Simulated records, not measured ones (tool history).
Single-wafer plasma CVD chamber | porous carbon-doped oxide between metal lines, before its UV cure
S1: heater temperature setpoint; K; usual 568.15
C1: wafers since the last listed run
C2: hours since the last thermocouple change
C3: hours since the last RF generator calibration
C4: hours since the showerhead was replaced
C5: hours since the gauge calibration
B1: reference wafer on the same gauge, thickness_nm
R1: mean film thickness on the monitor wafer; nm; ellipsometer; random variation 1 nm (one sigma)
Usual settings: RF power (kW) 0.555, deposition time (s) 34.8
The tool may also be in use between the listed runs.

{"run": 1, "hour": 0.0, "S1": 568.15, "RF power (kW)": 0.555, "deposition time (s)": 34.8, "C1": 0, "C2": 2308.4, "C3": 733.0, "C4": 8731.6, "C5": 862.9, "B1": 192.753, "R1": 224.677}
{"run": 2, "hour": 24.1, "S1": 568.15, "RF power (kW)": 0.555, "deposition time (s)": 34.8, "C1": 603, "C2": 2332.5, "C3": 757.1, "C4": 8755.7, "C5": 887.0, "B1": 193.33, "R1": 224.567}
{"run": 3, "hour": 57.1, "S1": 579.15, "RF power (kW)": 0.555, "deposition time (s)": 34.8, "C1": 826, "C2": 2365.5, "C3": 790.1, "C4": 8788.7, "C5": 920.0, "B1": 193.186, "R1": 212.132}
{"hour": 93.4, "done": "showerhead replaced"}
{"run": 4, "hour": 93.9, "S1": 579.15, "RF power (kW)": 0.555, "deposition time (s)": 34.8, "C1": 720, "C2": 2402.3, "C3": 826.9, "C4": 0.5, "C5": 956.8, "B1": 193.551, "R1": 211.781}
{"run": 5, "hour": 118.6, "S1": 568.15, "RF power (kW)": 0.555, "deposition time (s)": 34.8, "C1": 618, "C2": 2427.0, "C3": 851.6, "C4": 25.2, "C5": 981.5, "B1": 193.933, "R1": 225.796}
{"run": 6, "hour": 136.8, "S1": 568.15, "RF power (kW)": 0.555, "deposition time (s)": 34.8, "C1": 455, "C2": 2445.2, "C3": 869.8, "C4": 43.4, "C5": 999.7, "B1": 193.917, "R1": 227.031}
{"run": 7, "hour": 150.4, "S1": 568.15, "RF power (kW)": 0.555, "deposition time (s)": 34.8, "C1": 340, "C2": 2458.8, "C3": 883.4, "C4": 57.0, "C5": 1013.3, "B1": 194.205, "R1": 225.595}
{"run": 8, "hour": 166.4, "S1": 568.15, "RF power (kW)": 0.555, "deposition time (s)": 34.8, "C1": 400, "C2": 2474.8, "C3": 899.4, "C4": 73.0, "C5": 1029.3, "B1": 194.091, "R1": 226.379}
{"run": 9, "hour": 191.1, "S1": 568.15, "RF power (kW)": 0.555, "deposition time (s)": 34.8, "C1": 618, "C2": 2499.5, "C3": 924.1, "C4": 97.7, "C5": 1054.0, "B1": 194.205, "R1": 225.393}
{"hour": 193.7, "done": "gauge calibrated"}
{"run": 10, "hour": 207.9, "S1": 568.15, "RF power (kW)": 0.615, "deposition time (s)": 34.8, "C1": 420, "C2": 2516.3, "C3": 940.9, "C4": 114.5, "C5": 14.2, "B1": 190.379, "R1": 237.31}
{"run": 11, "hour": 222.2, "S1": 568.15, "RF power (kW)": 0.615, "deposition time (s)": 34.8, "C1": 357, "C2": 2530.6, "C3": 955.2, "C4": 128.8, "C5": 28.5, "B1": 190.149, "R1": 238.819}
{"run": 12, "hour": 246.9, "S1": 568.15, "RF power (kW)": 0.555, "deposition time (s)": 34.8, "C1": 618, "C2": 2555.3, "C3": 979.9, "C4": 153.5, "C5": 53.2, "B1": 190.266, "R1": 221.289}
{"run": 13, "hour": 282.4, "S1": 559.15, "RF power (kW)": 0.595, "deposition time (s)": 32.5, "C1": 888, "C2": 2590.8, "C3": 1015.4, "C4": 189.0, "C5": 88.7, "B1": 190.151, "R1": 230.299}
{"hour": 307.8, "done": "thermocouple changed; heater temperature recalibrated"}
{"run": 14, "hour": 316.1, "S1": 568.15, "RF power (kW)": 0.555, "deposition time (s)": 34.8, "C1": 643, "C2": 8.3, "C3": 1049.1, "C4": 222.7, "C5": 122.4, "B1": 190.149, "R1": 220.885}
{"run": 15, "hour": 347.7, "S1": 554.15, "RF power (kW)": 0.66, "deposition time (s)": 30.7, "C1": 791, "C2": 39.9, "C3": 1080.7, "C4": 254.3, "C5": 154.0, "B1": 190.515, "R1": 240.528}
{"hour": 365.8, "done": "RF generator calibrated"}
{"run": 16, "hour": 369.7, "S1": 564.15, "RF power (kW)": 0.655, "deposition time (s)": 37.4, "C1": 350, "C2": 61.9, "C3": 3.9, "C4": 276.3, "C5": 176.0, "B1": 190.444, "R1": 277.002}
{"run": 17, "hour": 392.4, "S1": 568.15, "RF power (kW)": 0.45, "deposition time (s)": 31.2, "C1": 568, "C2": 84.6, "C3": 26.6, "C4": 299.0, "C5": 198.7, "B1": 190.49, "R1": 168.349}
{"run": 18, "hour": 447.8, "S1": 568.15, "RF power (kW)": 0.58, "deposition time (s)": 34.8, "C1": 1386, "C2": 140.0, "C3": 82.0, "C4": 354.4, "C5": 254.1, "B1": 190.709, "R1": 229.225}
{"run": 19, "hour": 488.0, "S1": 568.15, "RF power (kW)": 0.555, "deposition time (s)": 34.8, "C1": 1006, "C2": 180.2, "C3": 122.2, "C4": 394.6, "C5": 294.3, "B1": 190.585, "R1": 222.063}
{"run": 20, "hour": 516.5, "S1": 568.15, "RF power (kW)": 0.555, "deposition time (s)": 34.8, "C1": 713, "C2": 208.7, "C3": 150.7, "C4": 423.1, "C5": 322.8, "B1": 190.512, "R1": 221.968}
{"run": 21, "hour": 532.6, "S1": 568.15, "RF power (kW)": 0.555, "deposition time (s)": 34.8, "C1": 403, "C2": 224.8, "C3": 166.8, "C4": 439.2, "C5": 338.9, "B1": 190.348, "R1": 222.526}
{"run": 22, "hour": 547.1, "S1": 558.15, "RF power (kW)": 0.455, "deposition time (s)": 31.3, "C1": 362, "C2": 239.3, "C3": 181.3, "C4": 453.7, "C5": 353.4, "B1": 190.602, "R1": 180.212}
{"run": 23, "hour": 578.5, "S1": 568.15, "RF power (kW)": 0.555, "deposition time (s)": 34.8, "C1": 786, "C2": 270.7, "C3": 212.7, "C4": 485.1, "C5": 384.8, "B1": 190.874, "R1": 222.812}
{"run": 24, "hour": 603.1, "S1": 568.15, "RF power (kW)": 0.64, "deposition time (s)": 27.9, "C1": 615, "C2": 295.3, "C3": 237.3, "C4": 509.7, "C5": 409.4, "B1": 190.932, "R1": 199.196}
{"run": 25, "hour": 634.5, "S1": 568.15, "RF power (kW)": 0.66, "deposition time (s)": 28.5, "C1": 786, "C2": 326.7, "C3": 268.7, "C4": 541.1, "C5": 440.8, "B1": 191.175, "R1": 210.062}
{"run": 26, "hour": 650.2, "S1": 554.15, "RF power (kW)": 0.645, "deposition time (s)": 34.8, "C1": 393, "C2": 342.4, "C3": 284.4, "C4": 556.8, "C5": 456.5, "B1": 191.133, "R1": 269.831}
{"run": 27, "hour": 665.1, "S1": 568.15, "RF power (kW)": 0.66, "deposition time (s)": 28.5, "C1": 373, "C2": 357.3, "C3": 299.3, "C4": 571.7, "C5": 471.4, "B1": 191.315, "R1": 209.79}
{"run": 28, "hour": 686.7, "S1": 568.15, "RF power (kW)": 0.555, "deposition time (s)": 30.9, "C1": 540, "C2": 378.9, "C3": 320.9, "C4": 593.3, "C5": 493.0, "B1": 191.311, "R1": 198.276}
{"run": 29, "hour": 721.8, "S1": 556.15, "RF power (kW)": 0.555, "deposition time (s)": 37.8, "C1": 878, "C2": 414.0, "C3": 356.0, "C4": 628.4, "C5": 528.1, "B1": 191.216, "R1": 256.175}
{"run": 30, "hour": 743.0, "S1": 558.15, "RF power (kW)": 0.49, "deposition time (s)": 34.8, "C1": 530, "C2": 435.2, "C3": 377.2, "C4": 649.6, "C5": 549.3, "B1": 191.583, "R1": 213.368}
{"run": 31, "hour": 778.7, "S1": 555.15, "RF power (kW)": 0.485, "deposition time (s)": 37.8, "C1": 893, "C2": 470.9, "C3": 412.9, "C4": 685.3, "C5": 585.0, "B1": 191.7, "R1": 234.468}
{"run": 32, "hour": 793.8, "S1": 558.15, "RF power (kW)": 0.555, "deposition time (s)": 34.8, "C1": 378, "C2": 486.0, "C3": 428.0, "C4": 700.4, "C5": 600.1, "B1": 191.619, "R1": 236.513}
{"run": 33, "hour": 807.6, "S1": 568.15, "RF power (kW)": 0.555, "deposition time (s)": 34.8, "C1": 345, "C2": 499.8, "C3": 441.8, "C4": 714.2, "C5": 613.9, "B1": 191.833, "R1": 221.199}

Measured less the same run without the tool's hidden state. The same run-to-run variation is in both; the gauge's scatter may not be:
The hidden state here: wafer temperature above the value expected at the setpoint (K); delivered RF power above the setpoint (%); gauge reads high (%).
run=1 R1=+3.476
run=2 R1=+3.661
run=3 R1=+3.707
run=4 R1=+3.988
run=5 R1=+4.464
run=6 R1=+4.648
run=7 R1=+4.739
run=8 R1=+4.900
run=9 R1=+5.105
run=10 R1=+0.301
run=11 R1=+0.306
run=12 R1=+0.293
run=13 R1=+0.329
run=14 R1=+0.347
run=15 R1=+0.420
run=16 R1=+0.525
run=17 R1=+0.348
run=18 R1=+0.591
run=19 R1=+0.671
run=20 R1=+0.750
run=21 R1=+0.799
run=22 R1=+0.684
run=23 R1=+0.949
run=24 R1=+0.928
run=25 R1=+1.091
run=26 R1=+1.478
run=27 R1=+1.207
run=28 R1=+1.224
run=29 R1=+1.766
run=30 R1=+1.569
run=31 R1=+1.914
run=32 R1=+2.016
run=33 R1=+1.960
